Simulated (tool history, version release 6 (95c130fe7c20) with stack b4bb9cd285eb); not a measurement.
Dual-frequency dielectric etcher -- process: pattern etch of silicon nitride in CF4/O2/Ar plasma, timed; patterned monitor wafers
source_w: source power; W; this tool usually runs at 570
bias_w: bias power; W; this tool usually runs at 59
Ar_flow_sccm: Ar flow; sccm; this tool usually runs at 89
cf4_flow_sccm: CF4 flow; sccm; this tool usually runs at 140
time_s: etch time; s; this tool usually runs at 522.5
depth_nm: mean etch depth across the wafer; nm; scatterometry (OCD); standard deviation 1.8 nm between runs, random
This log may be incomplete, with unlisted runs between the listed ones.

run     day  source_w  bias_w  Ar_flow_sccm  cf4_flow_sccm  time_s  wafers since the last listed run  hours since the last wet clean  hours since the last source power generator calibration  hours since the last bias power generator calibration  hours since the last Ar flow controller change  hours since the last CF4 flow controller change  hours since the last upper electrode change  hours since the gauge calibration  read-back reference wafer on the same gauge, depth_nm  depth_nm
  1       0       570      59            89            116   522.5                                 0                           351.3                                                     87.7                                                   13.4                                           133.3                                             2157                                       2685.9                              867.6                                                 1219.4    1151.2
  2   1.417       570      59            89            116   522.5                               127                           385.3                                                    121.7                                                   47.4                                           167.3                                             2191                                       2719.9                              901.6                                                 1219.1    1152.8
  3   2.846       640      59            74            118     401                               128                           419.6                                                      156                                                   81.7                                           201.6                                           2225.3                                       2754.2                              935.9                                                 1220.3     982.5
  4   4.279       570      59            89            175   677.5                               128                             454                                                    190.4                                                  116.1                                             236                                           2259.7                                       2788.6                              970.3                                                 1219.7    1535.4
  5   5.708       570      59            89            140   522.5                               128                           488.3                                                    224.7                                                  150.4                                           270.3                                             2294                                       2822.9                             1004.6                                                 1219.8    1164.2
  6   6.821       500      59            89            140   608.5                                99                             515                                                    251.4                                                  177.1                                             297                                           2320.7                                       2849.6                             1031.3                                                   1219    1247.7
      8.083  -- wet clean of the chamber
  7   8.296       570      59            89            140   522.5                                42                             5.1                                                    286.8                                                  212.5                                           332.4                                           2356.1                                         2885                             1066.7                                                   1220    1171.7
  8   9.708       570      59            89            158   522.5                               126                              39                                                    320.7                                                  246.4                                           366.3                                             2390                                       2918.9                             1100.6                                                   1219      1182
      9.879  -- gauge calibrated
     11.292  -- upper electrode replaced
  9  11.312       460      59            89            140   522.5                                54                            77.5                                                    359.2                                                  284.9                                           404.8                                           2428.5                                          0.5                               34.4                                                   1220      1020
         12  -- CF4 flow controller replaced
 10  12.292       430      66            89            140   522.5                                65                             101                                                    382.7                                                  308.4                                           428.3                                                7                                           24                               57.9                                                 1219.9    1022.9
 11    13.5       570      59           101            157   522.5                               108                             130                                                    411.7                                                  337.4                                           457.3                                               36                                           53                               86.9                                                 1220.6    1161.7
 12  14.017       620      46           110            117   522.5                                46                           142.4                                                    424.1                                                  349.8                                           469.7                                             48.4                                         65.4                               99.3                                                 1220.7    1074.8
 13  14.904       510      59            89            140   522.5                                79                           163.7                                                    445.4                                                  371.1                                             491                                             69.7                                         86.7                              120.6                                                 1220.4      1087
 14  15.542       490      59            89            129   522.5                                57                             179                                                    460.7                                                  386.4                                           506.3                                               85                                          102                              135.9                                                 1219.1    1054.1
 15  16.921       490      70            89            140   522.5                               123                           212.1                                                    493.8                                                  419.5                                           539.4                                            118.1                                        135.1                                169                                                 1219.8    1129.9
 16  17.817       490      70            89            140   522.5                                80                           233.6                                                    515.3                                                    441                                           560.9                                            139.6                                        156.6                              190.5                                                 1220.4    1133.1
 17  18.996       570      59            89            131   522.5                               105                           261.9                                                    543.6                                                  469.3                                           589.2                                            167.9                                        184.9                              218.8                                                 1220.3    1163.5
 18  19.633       570      64            89            160     384                                57                           277.2                                                    558.9                                                  484.6                                           604.5                                            183.2                                        200.2                              234.1                                                 1221.1     892.7
 19  20.396       570      59            89            140   422.5                                68                           295.5                                                    577.2                                                  502.9                                           622.8                                            201.5                                        218.5                              252.4                                                 1219.8     944.8
 20  21.467       570      59            69            122   522.5                                96                           321.2                                                    602.9                                                  528.6                                           648.5                                            227.2                                        244.2                              278.1                                                 1220.7    1196.9

Branching from run 20: 5 alternative next runs. What would each branch give?
  A  21.492       570      63            89            140   522.5                                 2                           321.8                                                    603.5                                                  529.2                                           649.1                                            227.8                                        244.8                              278.7                                                      ?         ?
  B  21.492       570      59           109            126   522.5                                 2                           321.8                                                    603.5                                                  529.2                                           649.1                                            227.8                                        244.8                              278.7                                                      ?         ?
  C  21.492       570      59           104            140   522.5                                 2                           321.8                                                    603.5                                                  529.2                                           649.1                                            227.8                                        244.8                              278.7                                                      ?         ?
  D  21.492       570      46            97            168   596.5                                 2                           321.8                                                    603.5                                                  529.2                                           649.1                                            227.8                                        244.8                              278.7                                                      ?         ?
  E  21.492       570      59            89            162   522.5                                 2                           321.8                                                    603.5                                                  529.2                                           649.1                                            227.8                                        244.8                              278.7                                                      ?         ?

run  read-back reference wafer on the same gauge, depth_nm  depth_nm
  A                                                 1220.2    1198.2
  B                                                 1220.2    1127.2
  C                                                 1220.2    1144.3
  D                                                 1220.2    1220.4
  E                                                 1220.2    1180.9
Had the tool no hidden state, the same runs would have come out as:
run  depth_nm
  A    1211.8
  B      1140
  C    1157.3
  D    1234.4
  E    1194.4
